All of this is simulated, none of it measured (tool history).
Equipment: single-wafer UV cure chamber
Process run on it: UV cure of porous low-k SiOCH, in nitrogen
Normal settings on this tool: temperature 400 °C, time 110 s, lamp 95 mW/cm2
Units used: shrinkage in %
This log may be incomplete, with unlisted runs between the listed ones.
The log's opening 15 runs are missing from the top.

run   hour  temperature  time  lamp  wafers since the last listed run  hours since the UV bulbs were replaced  wafers since the quartz window was cleaned  shrinkage
 16  442.6          400   110    95                               293                                   107.1                                         756     10.005
 17  468.5          400   110    95                               337                                   133.0                                        1093      9.595
 18  501.4          400   110    95                               428                                   165.9                                        1522      9.652
 19  529.0          400   110    95                               359                                   193.5                                        1881      9.562
 20  548.3          400    80    95                               251                                   212.8                                        2133      7.929
 21  563.2          400    80    95                               194                                   227.7                                        2327      7.864
 22  590.1          400    80    95                               350                                   254.6                                        2677      7.565
 23  619.4          400   110    95                               381                                   283.9                                        3059      8.952
 24  649.3          400    50    95                               389                                   313.8                                        3449      5.272
 25  669.2          382   110    95                               259                                   333.7                                        3708      7.994
 26  683.4          393   110    95                               185                                   347.9                                        3893      8.289
     697.1  -- quartz window cleaned
 27  706.0          411   110    63                               190                                   370.5                                         115      7.880
 28  740.3          400   110    95                               446                                   404.8                                         562      9.465
 29  757.2          384    50    66                               220                                   421.7                                         782      4.344
 30  779.6          415   110    73                               291                                   444.1                                        1074      8.413

The next listed run, before its measurement:
 31  800.6          392   165    80                               273                                   465.1                                        1348          ?

shrinkage: 10.356 %
Take away the tool's hidden state, keep the run-to-run variation as it was, and the same run would have given shrinkage 11.524 %.
